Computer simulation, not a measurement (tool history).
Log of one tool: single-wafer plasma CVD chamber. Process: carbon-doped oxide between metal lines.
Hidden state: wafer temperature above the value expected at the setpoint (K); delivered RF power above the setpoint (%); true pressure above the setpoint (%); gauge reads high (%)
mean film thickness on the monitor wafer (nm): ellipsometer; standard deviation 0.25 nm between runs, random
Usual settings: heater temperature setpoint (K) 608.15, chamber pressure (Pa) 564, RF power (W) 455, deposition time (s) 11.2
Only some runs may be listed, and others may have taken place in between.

run,hour,heater temperature setpoint (K),chamber pressure (Pa),RF power (W),deposition time (s),wafers since the last listed run,hours since the last thermocouple change,hours since the last RF generator calibration,hours since the last manometer calibration,hours since the showerhead was replaced,hours since the gauge calibration,"read-back reference wafer on the same gauge, thickness_nm",mean film thickness on the monitor wafer (nm)
1,0.0,608.15,564,395,11.2,0,1124.6,798.4,1177.6,2339.8,3367.2,59.493,51.901
2,42.9,608.15,564,410,11.2,871,1167.5,841.3,1220.5,2382.7,3410.1,59.518,52.782
3,88.1,608.15,564,410,11.2,918,1212.7,886.5,1265.7,2427.9,3455.3,59.490,52.388
4,144.1,608.15,564,410,11.2,1138,1268.7,942.5,1321.7,2483.9,3511.3,59.436,52.903
5,213.9,619.15,564,455,11.2,1418,1338.5,1012.3,1391.5,2553.7,3581.1,59.445,54.121
# hour 254.5: gauge calibrated
6,270.9,619.15,564,455,11.2,1158,1395.5,1069.3,1448.5,2610.7,16.4,59.559,54.104
# hour 287.0: capacitance manometer re-zeroed and calibrated
7,468.8,619.15,564,455,11.2,3859,1593.4,1267.2,181.8,2808.6,214.3,59.587,54.189
# hour 507.4: RF generator calibrated
8,514.9,601.15,564,455,11.2,774,1639.5,7.5,227.9,2854.7,260.4,59.533,56.517
# hour 537.1: showerhead replaced
# hour 780.1: thermocouple changed; heater temperature recalibrated
9,813.6,613.15,564,455,11.2,5744,33.5,306.2,526.6,276.5,559.1,59.531,55.741
10,911.8,608.15,564,455,9.6,1995,131.7,404.4,624.8,374.7,657.3,59.592,48.290
11,986.7,602.15,627,495,9.3,1522,206.6,479.3,699.7,449.6,732.2,59.377,50.021
12,1057.3,621.15,639,455,11.2,1434,277.2,549.9,770.3,520.2,802.8,59.540,55.638
13,1130.3,622.15,649,540,9.9,1483,350.2,622.9,843.3,593.2,875.8,59.493,52.956
14,1181.7,602.15,613,455,11.2,1044,401.6,674.3,894.7,644.6,927.2,59.463,57.902
15,1287.8,604.15,564,420,9.4,2156,507.7,780.4,1000.8,750.7,1033.3,59.418,45.437
16,1377.3,608.15,564,455,11.2,1818,597.2,869.9,1090.3,840.2,1122.8,59.439,55.455
17,1448.2,608.15,620,455,11.2,1440,668.1,940.8,1161.2,911.1,1193.7,59.535,56.820
18,1520.6,608.15,496,455,11.2,1471,740.5,1013.2,1233.6,983.5,1266.1,59.486,54.407
19,1562.3,608.15,427,410,10.4,847,782.2,1054.9,1275.3,1025.2,1307.8,59.479,47.482
# hour 1579.3: capacitance manometer re-zeroed and calibrated
20,1630.6,608.15,688,385,11.2,1225,850.5,1123.2,51.3,1093.5,1376.1,59.509,52.897
21,1701.1,608.15,564,455,11.2,1432,921.0,1193.7,121.8,1164.0,1446.6,59.533,55.692
# hour 1723.8: RF generator calibrated
22,1756.5,602.15,465,415,10.1,963,976.4,32.7,177.2,1219.4,1502.0,59.447,47.412
23,1898.0,613.15,680,455,12.2,2875,1117.9,174.2,318.7,1360.9,1643.5,59.492,61.922

Expected results for the next run?
24,1958.3,608.15,564,455,12.7,1225,1178.2,234.5,379.0,1421.2,1703.8,?,?

read-back reference wafer on the same gauge, thickness_nm: 59.477
mean film thickness on the monitor wafer (nm): 62.577
Without the tool's hidden state the same run would have given mean film thickness on the monitor wafer (nm) 63.535.
